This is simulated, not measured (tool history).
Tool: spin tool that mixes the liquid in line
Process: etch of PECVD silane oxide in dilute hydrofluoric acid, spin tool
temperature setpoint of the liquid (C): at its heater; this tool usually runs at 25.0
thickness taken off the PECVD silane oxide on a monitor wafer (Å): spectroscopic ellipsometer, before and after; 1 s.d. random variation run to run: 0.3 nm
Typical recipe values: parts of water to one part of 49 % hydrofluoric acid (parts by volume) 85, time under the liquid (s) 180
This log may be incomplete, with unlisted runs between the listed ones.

run   hour  temperature setpoint of the liquid (C)  parts of water to one part of 49 % hydrofluoric acid (parts by volume)  time under the liquid (s)  wafers since the last listed run  hours since the thermometer was replaced  hours since the hydrofluoric acid flow meter was replaced  hours since the gauge calibration  read-back film thickness of the PECVD silane oxide reference wafer, read on the same gauge (nm)  thickness taken off the PECVD silane oxide on a monitor wafer (Å)
  1    0.0                                    28.0                                                                      85                        215                                 0                                    2147.0                                                      915.5                               95.0                                                                                            50.02                                                              416.6
  2   10.9                                    28.0                                                                      85                        215                                53                                    2157.9                                                      926.4                              105.9                                                                                            50.02                                                              417.6
  3   23.2                                    29.0                                                                      85                        180                                60                                    2170.2                                                      938.7                              118.2                                                                                            50.00                                                              359.6
  4   33.8                                    29.0                                                                      85                        180                                52                                    2180.8                                                      949.3                              128.8                                                                                            49.95                                                              358.1
  5   51.5                                    25.0                                                                     100                        235                                87                                    2198.5                                                      967.0                              146.5                                                                                            49.98                                                              335.1
  6   60.4                                    25.0                                                                      85                        180                                43                                    2207.4                                                      975.9                              155.4                                                                                            50.00                                                              309.1
  7   77.6                                    25.0                                                                      85                        180                                84                                    2224.6                                                      993.1                              172.6                                                                                            49.99                                                              305.1
  8   90.0                                    25.0                                                                      85                        180                                61                                    2237.0                                                     1005.5                              185.0                                                                                            50.02                                                              305.4
  9   98.2                                    22.5                                                                      60                        180                                40                                    2245.2                                                     1013.7                              193.2                                                                                            49.99                                                              402.7
     107.5  -- gauge calibrated
 10  110.2                                    25.0                                                                      85                        180                                59                                    2257.2                                                     1025.7                                2.7                                                                                            50.04                                                              299.3
 11  117.6                                    25.0                                                                      85                        180                                36                                    2264.6                                                     1033.1                               10.1                                                                                            49.96                                                              299.8
 12  131.2                                    25.0                                                                      85                        180                                66                                    2278.2                                                     1046.7                               23.7                                                                                            49.99                                                              302.6
 13  139.5                                    25.0                                                                      85                        180                                40                                    2286.5                                                     1055.0                               32.0                                                                                            50.00                                                              302.8
 14  157.4                                    25.0                                                                     105                         80                                88                                    2304.4                                                     1072.9                               49.9                                                                                            50.05                                                              103.8
 15  166.8                                    22.0                                                                     115                        130                                46                                    2313.8                                                     1082.3                               59.3                                                                                            50.00                                                              137.2
 16  181.6                                    28.0                                                                     120                        250                                72                                    2328.6                                                     1097.1                               74.1                                                                                            49.99                                                              315.8
 17  192.1                                    25.0                                                                      85                        180                                51                                    2339.1                                                     1107.6                               84.6                                                                                            49.97                                                              299.4
 18  207.1                                    23.5                                                                     115                        270                                73                                    2354.1                                                     1122.6                               99.6                                                                                            50.04                                                              298.0
     253.5  -- hydrofluoric acid flow meter replaced
 19  255.6                                    25.0                                                                      85                        180                               233                                    2402.6                                                        2.1                              148.1                                                                                            49.96                                                              354.0
     264.5  -- thermometer replaced
 20  266.0                                    28.0                                                                      85                        180                                46                                       1.5                                                       12.5                              158.5                                                                                            50.03                                                              404.3

What does the tool deliver on the next run?
 21  281.8                                    25.0                                                                     105                        180                                77                                      17.3                                                       28.3                              174.3                                                                                                ?                                                                  ?

Run 21 gave read-back film thickness of the PECVD silane oxide reference wafer, read on the same gauge (nm) 50.05, thickness taken off the PECVD silane oxide on a monitor wafer (Å) 278.5.
Take away the tool's hidden state, keep the run-to-run variation as it was, and the same run would have given thickness taken off the PECVD silane oxide on a monitor wafer (Å) 280.8.
